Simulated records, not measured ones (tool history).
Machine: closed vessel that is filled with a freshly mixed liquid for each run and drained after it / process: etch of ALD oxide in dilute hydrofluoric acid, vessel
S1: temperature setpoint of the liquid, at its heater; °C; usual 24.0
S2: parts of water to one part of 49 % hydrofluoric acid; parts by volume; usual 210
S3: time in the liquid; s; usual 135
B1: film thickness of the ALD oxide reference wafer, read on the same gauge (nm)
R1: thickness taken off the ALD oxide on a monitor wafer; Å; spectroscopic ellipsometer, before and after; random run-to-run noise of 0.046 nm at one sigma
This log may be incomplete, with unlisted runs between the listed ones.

{"run": 1, "hour": 0.0, "S1": 24.0, "S2": 135, "S3": 135, "B1": 90.0, "R1": 222.4}
{"run": 2, "hour": 60.9, "S1": 24.0, "S2": 135, "S3": 135, "B1": 90.02, "R1": 221.8}
{"run": 3, "hour": 124.2, "S1": 24.0, "S2": 210, "S3": 135, "B1": 89.97, "R1": 132.7}
{"hour": 164.3, "done": "gauge calibrated"}
{"run": 4, "hour": 231.2, "S1": 24.0, "S2": 165, "S3": 135, "B1": 90.03, "R1": 176.5}
{"run": 5, "hour": 304.4, "S1": 24.0, "S2": 165, "S3": 135, "B1": 89.97, "R1": 177.8}
{"run": 6, "hour": 341.6, "S1": 24.0, "S2": 165, "S3": 135, "B1": 90.01, "R1": 178.4}
{"run": 7, "hour": 426.4, "S1": 24.0, "S2": 210, "S3": 135, "B1": 90.0, "R1": 133.7}
{"run": 8, "hour": 478.3, "S1": 24.0, "S2": 210, "S3": 135, "B1": 89.98, "R1": 133.6}
{"run": 9, "hour": 582.8, "S1": 24.0, "S2": 210, "S3": 135, "B1": 89.97, "R1": 134.6}
{"run": 10, "hour": 893.6, "S1": 22.0, "S2": 250, "S3": 105, "B1": 89.97, "R1": 79.5}
{"run": 11, "hour": 952.0, "S1": 26.5, "S2": 250, "S3": 80, "B1": 90.01, "R1": 71.4}
{"run": 12, "hour": 1049.3, "S1": 24.0, "S2": 175, "S3": 65, "B1": 90.0, "R1": 82.7}
{"hour": 1109.3, "done": "thermometer replaced"}
{"run": 13, "hour": 1109.8, "S1": 24.0, "S2": 165, "S3": 135, "B1": 90.0, "R1": 176.1}
{"hour": 1135.3, "done": "gauge calibrated"}
{"run": 14, "hour": 1159.4, "S1": 24.0, "S2": 210, "S3": 135, "B1": 89.98, "R1": 132.5}
{"hour": 1180.1, "done": "hydrofluoric acid flow meter replaced"}
{"run": 15, "hour": 1243.6, "S1": 24.0, "S2": 210, "S3": 135, "B1": 89.99, "R1": 131.7}
{"run": 16, "hour": 1304.6, "S1": 22.0, "S2": 255, "S3": 135, "B1": 90.03, "R1": 96.6}
{"run": 17, "hour": 1357.3, "S1": 21.0, "S2": 150, "S3": 85, "B1": 90.03, "R1": 112.0}
{"run": 18, "hour": 1454.2, "S1": 21.0, "S2": 240, "S3": 165, "B1": 89.99, "R1": 125.4}
{"run": 19, "hour": 1543.2, "S1": 26.0, "S2": 165, "S3": 65, "B1": 89.97, "R1": 93.1}

3 ways to go on from here, each from the tool as it stands after run 19. What would each give?
{"run": "A", "hour": 1543.9, "S1": 24.0, "S2": 210, "S3": 135, "B1": "?", "R1": "?"}
{"run": "B", "hour": 1543.9, "S1": 22.0, "S2": 140, "S3": 200, "B1": "?", "R1": "?"}
{"run": "C", "hour": 1543.9, "S1": 24.0, "S2": 125, "S3": 135, "B1": "?", "R1": "?"}

run=A B1=90.02 R1=134.3
run=B B1=90.02 R1=299.0
run=C B1=90.02 R1=248.6
With the hidden condition removed and each run's random variation left untouched, the same runs would have given:
run=A R1=130.1
run=B R1=289.0
run=C R1=240.4

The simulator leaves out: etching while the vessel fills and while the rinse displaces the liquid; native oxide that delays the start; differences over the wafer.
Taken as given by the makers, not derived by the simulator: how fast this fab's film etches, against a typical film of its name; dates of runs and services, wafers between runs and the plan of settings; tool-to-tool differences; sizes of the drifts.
